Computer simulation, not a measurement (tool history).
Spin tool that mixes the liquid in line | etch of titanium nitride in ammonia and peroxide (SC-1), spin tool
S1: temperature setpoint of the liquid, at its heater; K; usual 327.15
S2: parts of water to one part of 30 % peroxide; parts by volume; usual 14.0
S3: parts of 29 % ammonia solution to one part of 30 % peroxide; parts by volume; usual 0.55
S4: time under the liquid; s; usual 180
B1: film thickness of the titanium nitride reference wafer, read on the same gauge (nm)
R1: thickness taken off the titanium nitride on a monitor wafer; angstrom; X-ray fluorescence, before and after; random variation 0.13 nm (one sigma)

{"run": 1, "hour": 0.0, "S1": 327.15, "S2": 14.0, "S3": 0.55, "S4": 180, "B1": 135.11, "R1": 165.4}
{"run": 2, "hour": 32.0, "S1": 327.15, "S2": 14.0, "S3": 0.55, "S4": 180, "B1": 135.0, "R1": 167.1}
{"hour": 42.3, "done": "new drum of ammonia solution connected"}
{"run": 3, "hour": 56.2, "S1": 327.15, "S2": 14.0, "S3": 0.55, "S4": 180, "B1": 134.9, "R1": 164.2}
{"run": 4, "hour": 121.1, "S1": 327.15, "S2": 14.0, "S3": 0.35, "S4": 215, "B1": 134.69, "R1": 179.6}
{"run": 5, "hour": 147.8, "S1": 327.15, "S2": 14.0, "S3": 0.35, "S4": 215, "B1": 134.65, "R1": 177.7}
{"hour": 155.9, "done": "thermometer replaced"}
{"run": 6, "hour": 177.3, "S1": 327.15, "S2": 14.0, "S3": 0.55, "S4": 180, "B1": 134.54, "R1": 163.1}
{"run": 7, "hour": 347.2, "S1": 327.15, "S2": 14.0, "S3": 0.55, "S4": 180, "B1": 134.19, "R1": 162.4}
{"run": 8, "hour": 401.9, "S1": 327.15, "S2": 14.0, "S3": 0.55, "S4": 180, "B1": 134.14, "R1": 164.3}
{"hour": 410.6, "done": "gauge calibrated"}
{"hour": 430.7, "done": "new drum of ammonia solution connected"}
{"run": 9, "hour": 431.1, "S1": 327.15, "S2": 14.0, "S3": 0.8, "S4": 180, "B1": 140.01, "R1": 182.1}
{"run": 10, "hour": 456.0, "S1": 327.15, "S2": 10.0, "S3": 0.55, "S4": 180, "B1": 139.6, "R1": 201.4}
{"run": 11, "hour": 516.0, "S1": 327.15, "S2": 14.0, "S3": 0.55, "S4": 180, "B1": 138.76, "R1": 170.8}
{"hour": 636.5, "done": "heated supply line repaired"}
{"run": 12, "hour": 679.3, "S1": 332.65, "S2": 14.0, "S3": 0.55, "S4": 180, "B1": 137.08, "R1": 243.2}
{"run": 13, "hour": 711.9, "S1": 327.15, "S2": 14.0, "S3": 0.55, "S4": 180, "B1": 136.82, "R1": 166.9}
{"run": 14, "hour": 751.9, "S1": 324.15, "S2": 19.5, "S3": 0.55, "S4": 180, "B1": 136.54, "R1": 115.2}
{"hour": 798.7, "done": "new drum of ammonia solution connected"}
{"run": 15, "hour": 802.0, "S1": 333.65, "S2": 18.5, "S3": 0.55, "S4": 235, "B1": 136.24, "R1": 286.6}
{"run": 16, "hour": 846.8, "S1": 327.15, "S2": 14.0, "S3": 0.65, "S4": 180, "B1": 136.02, "R1": 170.1}
{"hour": 913.5, "done": "ammonia flow meter replaced"}
{"run": 17, "hour": 915.9, "S1": 333.15, "S2": 17.0, "S3": 0.45, "S4": 250, "B1": 135.68, "R1": 294.4}
{"run": 18, "hour": 958.8, "S1": 327.15, "S2": 8.5, "S3": 0.55, "S4": 180, "B1": 135.55, "R1": 216.8}
{"run": 19, "hour": 1019.0, "S1": 327.15, "S2": 14.0, "S3": 0.75, "S4": 125, "B1": 135.36, "R1": 122.2}
{"hour": 1074.4, "done": "thermometer replaced"}
{"run": 20, "hour": 1090.6, "S1": 327.15, "S2": 14.0, "S3": 0.55, "S4": 180, "B1": 135.16, "R1": 165.9}
{"run": 21, "hour": 1120.7, "S1": 334.15, "S2": 8.5, "S3": 0.3, "S4": 135, "B1": 135.08, "R1": 232.0}
{"run": 22, "hour": 1150.2, "S1": 327.15, "S2": 14.0, "S3": 0.55, "S4": 180, "B1": 135.04, "R1": 168.0}
{"hour": 1162.1, "done": "new drum of ammonia solution connected"}
{"run": 23, "hour": 1217.3, "S1": 327.15, "S2": 18.0, "S3": 0.7, "S4": 180, "B1": 134.91, "R1": 150.4}
{"run": 24, "hour": 1285.7, "S1": 321.15, "S2": 7.0, "S3": 0.8, "S4": 240, "B1": 134.79, "R1": 219.5}
{"run": 25, "hour": 1311.0, "S1": 327.15, "S2": 14.0, "S3": 0.55, "S4": 180, "B1": 134.78, "R1": 163.2}

3 ways to go on from here, each from the tool as it stands after run 25. What would each give?
{"run": "A", "hour": 1311.5, "S1": 327.15, "S2": 14.0, "S3": 0.55, "S4": 180, "B1": "?", "R1": "?"}
{"run": "B", "hour": 1311.5, "S1": 331.65, "S2": 16.0, "S3": 0.3, "S4": 210, "B1": "?", "R1": "?"}
{"run": "C", "hour": 1311.5, "S1": 331.15, "S2": 19.5, "S3": 0.85, "S4": 290, "B1": "?", "R1": "?"}

run=A B1=134.78 R1=165.4
run=B B1=134.78 R1=216.8
run=C B1=134.78 R1=314.4
Without the tool's hidden state the same runs would have given:
run=A R1=171.8
run=B R1=225.2
run=C R1=326.6

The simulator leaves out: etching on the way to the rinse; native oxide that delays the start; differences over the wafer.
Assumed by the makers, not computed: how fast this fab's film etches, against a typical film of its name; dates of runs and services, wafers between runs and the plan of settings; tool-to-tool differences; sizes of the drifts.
